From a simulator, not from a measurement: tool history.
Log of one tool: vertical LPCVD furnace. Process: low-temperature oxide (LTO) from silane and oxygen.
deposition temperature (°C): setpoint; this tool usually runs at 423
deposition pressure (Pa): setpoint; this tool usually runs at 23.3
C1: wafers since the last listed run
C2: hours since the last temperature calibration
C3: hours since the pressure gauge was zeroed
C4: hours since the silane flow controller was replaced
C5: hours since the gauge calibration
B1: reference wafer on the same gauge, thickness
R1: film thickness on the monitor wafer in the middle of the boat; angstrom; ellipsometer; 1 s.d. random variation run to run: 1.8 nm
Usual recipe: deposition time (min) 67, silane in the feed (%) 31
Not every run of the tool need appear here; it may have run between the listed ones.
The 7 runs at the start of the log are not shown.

{"hour": 352.2, "done": "pressure gauge zeroed"}
{"run": 8, "hour": 352.7, "deposition temperature (°C)": 423, "deposition pressure (Pa)": 23.3, "deposition time (min)": 67, "silane in the feed (%)": 31, "C1": 122, "C2": 3930.5, "C3": 0.5, "C4": 6069.6, "C5": 159.5, "B1": 512.06, "R1": 5053}
{"hour": 413.4, "done": "thermocouples replaced and temperature profile calibrated"}
{"run": 9, "hour": 413.9, "deposition temperature (°C)": 423, "deposition pressure (Pa)": 27.3, "deposition time (min)": 82.5, "silane in the feed (%)": 31, "C1": 746, "C2": 0.5, "C3": 61.7, "C4": 6130.8, "C5": 220.7, "B1": 512.07, "R1": 6996.6}
{"run": 10, "hour": 444.8, "deposition temperature (°C)": 431, "deposition pressure (Pa)": 18, "deposition time (min)": 90, "silane in the feed (%)": 34, "C1": 619, "C2": 31.4, "C3": 92.6, "C4": 6161.7, "C5": 251.6, "B1": 511.89, "R1": 6231.8}
{"run": 11, "hour": 476.9, "deposition temperature (°C)": 434, "deposition pressure (Pa)": 23.3, "deposition time (min)": 67, "silane in the feed (%)": 31, "C1": 643, "C2": 63.5, "C3": 124.7, "C4": 6193.8, "C5": 283.7, "B1": 512.08, "R1": 5460.9}
{"run": 12, "hour": 507.8, "deposition temperature (°C)": 423, "deposition pressure (Pa)": 23.3, "deposition time (min)": 67, "silane in the feed (%)": 31, "C1": 619, "C2": 94.4, "C3": 155.6, "C4": 6224.7, "C5": 314.6, "B1": 511.88, "R1": 4873.8}
{"run": 13, "hour": 572.8, "deposition temperature (°C)": 423, "deposition pressure (Pa)": 22, "deposition time (min)": 58, "silane in the feed (%)": 29, "C1": 1303, "C2": 159.4, "C3": 220.6, "C4": 6289.7, "C5": 379.6, "B1": 512.25, "R1": 3629.8}
{"run": 14, "hour": 637.3, "deposition temperature (°C)": 433, "deposition pressure (Pa)": 21.3, "deposition time (min)": 83.5, "silane in the feed (%)": 31, "C1": 1293, "C2": 223.9, "C3": 285.1, "C4": 6354.2, "C5": 444.1, "B1": 511.6, "R1": 6214.2}
{"hour": 688.0, "done": "silane flow controller replaced"}
{"run": 15, "hour": 688.5, "deposition temperature (°C)": 418, "deposition pressure (Pa)": 27.3, "deposition time (min)": 52.5, "silane in the feed (%)": 36, "C1": 545, "C2": 275.1, "C3": 336.3, "C4": 0.5, "C5": 495.3, "B1": 512.21, "R1": 5165.9}
{"run": 16, "hour": 748.2, "deposition temperature (°C)": 414, "deposition pressure (Pa)": 26, "deposition time (min)": 49, "silane in the feed (%)": 37, "C1": 1197, "C2": 334.8, "C3": 396, "C4": 60.2, "C5": 555, "B1": 511.96, "R1": 4555}
{"run": 17, "hour": 795.0, "deposition temperature (°C)": 423, "deposition pressure (Pa)": 23.3, "deposition time (min)": 67, "silane in the feed (%)": 34, "C1": 938, "C2": 381.6, "C3": 442.8, "C4": 107, "C5": 601.8, "B1": 511.92, "R1": 5571.3}
{"run": 18, "hour": 847.8, "deposition temperature (°C)": 417, "deposition pressure (Pa)": 23.3, "deposition time (min)": 67, "silane in the feed (%)": 27, "C1": 1059, "C2": 434.4, "C3": 495.6, "C4": 159.8, "C5": 654.6, "B1": 511.92, "R1": 3793.3}
{"run": 19, "hour": 889.0, "deposition temperature (°C)": 419, "deposition pressure (Pa)": 20, "deposition time (min)": 67, "silane in the feed (%)": 33, "C1": 826, "C2": 475.6, "C3": 536.8, "C4": 201, "C5": 695.8, "B1": 511.9, "R1": 4428.1}
{"run": 20, "hour": 944.8, "deposition temperature (°C)": 423, "deposition pressure (Pa)": 23.3, "deposition time (min)": 67, "silane in the feed (%)": 31, "C1": 1119, "C2": 531.4, "C3": 592.6, "C4": 256.8, "C5": 751.6, "B1": 512.04, "R1": 4955.7}
{"run": 21, "hour": 1003.4, "deposition temperature (°C)": 435, "deposition pressure (Pa)": 21.3, "deposition time (min)": 67, "silane in the feed (%)": 28, "C1": 1175, "C2": 590, "C3": 651.2, "C4": 315.4, "C5": 810.2, "B1": 512.32, "R1": 4466.6}
{"run": 22, "hour": 1033.7, "deposition temperature (°C)": 423, "deposition pressure (Pa)": 25.3, "deposition time (min)": 67, "silane in the feed (%)": 26, "C1": 607, "C2": 620.3, "C3": 681.5, "C4": 345.7, "C5": 840.5, "B1": 512.02, "R1": 4184}
{"run": 23, "hour": 1067.7, "deposition temperature (°C)": 423, "deposition pressure (Pa)": 25.3, "deposition time (min)": 53, "silane in the feed (%)": 31, "C1": 682, "C2": 654.3, "C3": 715.5, "C4": 379.7, "C5": 874.5, "B1": 511.81, "R1": 4267.8}
{"run": 24, "hour": 1130.7, "deposition temperature (°C)": 423, "deposition pressure (Pa)": 23.3, "deposition time (min)": 75.5, "silane in the feed (%)": 31, "C1": 1263, "C2": 717.3, "C3": 778.5, "C4": 442.7, "C5": 937.5, "B1": 512.27, "R1": 5603.6}
{"run": 25, "hour": 1176.5, "deposition temperature (°C)": 423, "deposition pressure (Pa)": 23.3, "deposition time (min)": 67, "silane in the feed (%)": 31, "C1": 918, "C2": 763.1, "C3": 824.3, "C4": 488.5, "C5": 983.3, "B1": 512.01, "R1": 4984.1}
{"run": 26, "hour": 1201.2, "deposition temperature (°C)": 423, "deposition pressure (Pa)": 23.3, "deposition time (min)": 67, "silane in the feed (%)": 31, "C1": 495, "C2": 787.8, "C3": 849, "C4": 513.2, "C5": 1008, "B1": 511.85, "R1": 4973.7}
{"run": 27, "hour": 1238.7, "deposition temperature (°C)": 423, "deposition pressure (Pa)": 26.7, "deposition time (min)": 53.5, "silane in the feed (%)": 27, "C1": 752, "C2": 825.3, "C3": 886.5, "C4": 550.7, "C5": 1045.5, "B1": 512.19, "R1": 3742.5}
{"run": 28, "hour": 1276.1, "deposition temperature (°C)": 415, "deposition pressure (Pa)": 26, "deposition time (min)": 58.5, "silane in the feed (%)": 35, "C1": 750, "C2": 862.7, "C3": 923.9, "C4": 588.1, "C5": 1082.9, "B1": 512.16, "R1": 5241.5}
{"run": 29, "hour": 1303.4, "deposition temperature (°C)": 414, "deposition pressure (Pa)": 26, "deposition time (min)": 91, "silane in the feed (%)": 35, "C1": 547, "C2": 890, "C3": 951.2, "C4": 615.4, "C5": 1110.2, "B1": 512.19, "R1": 8076.1}
{"run": 30, "hour": 1335.2, "deposition temperature (°C)": 423, "deposition pressure (Pa)": 23.3, "deposition time (min)": 67, "silane in the feed (%)": 31, "C1": 637, "C2": 921.8, "C3": 983, "C4": 647.2, "C5": 1142, "B1": 512.28, "R1": 5040.2}

Alternative continuations, all from the tool just after run 30; predict every row:
{"run": "A", "hour": 1339.5, "deposition temperature (°C)": 423, "deposition pressure (Pa)": 21.3, "deposition time (min)": 67, "silane in the feed (%)": 31, "C1": 86, "C2": 926.1, "C3": 987.3, "C4": 651.5, "C5": 1146.3, "B1": "?", "R1": "?"}
{"run": "B", "hour": 1339.5, "deposition temperature (°C)": 430, "deposition pressure (Pa)": 28.7, "deposition time (min)": 67, "silane in the feed (%)": 27, "C1": 86, "C2": 926.1, "C3": 987.3, "C4": 651.5, "C5": 1146.3, "B1": "?", "R1": "?"}
{"run": "C", "hour": 1339.5, "deposition temperature (°C)": 423, "deposition pressure (Pa)": 23.3, "deposition time (min)": 83.5, "silane in the feed (%)": 31, "C1": 86, "C2": 926.1, "C3": 987.3, "C4": 651.5, "C5": 1146.3, "B1": "?", "R1": "?"}
{"run": "D", "hour": 1339.5, "deposition temperature (°C)": 423, "deposition pressure (Pa)": 23.3, "deposition time (min)": 42, "silane in the feed (%)": 27, "C1": 86, "C2": 926.1, "C3": 987.3, "C4": 651.5, "C5": 1146.3, "B1": "?", "R1": "?"}
{"run": "E", "hour": 1339.5, "deposition temperature (°C)": 427, "deposition pressure (Pa)": 23.3, "deposition time (min)": 54.5, "silane in the feed (%)": 36, "C1": 86, "C2": 926.1, "C3": 987.3, "C4": 651.5, "C5": 1146.3, "B1": "?", "R1": "?"}

run=A B1=512.41 R1=4589.7
run=B B1=512.41 R1=5436.6
run=C B1=512.41 R1=6243.3
run=D B1=512.41 R1=2579.9
run=E B1=512.41 R1=5159.7
With the hidden condition removed and each run's random variation left untouched, the same runs would have given:
run=A R1=4376.6
run=B R1=5215.7
run=C R1=5965.8
run=D R1=2463.4
run=E R1=4936.4
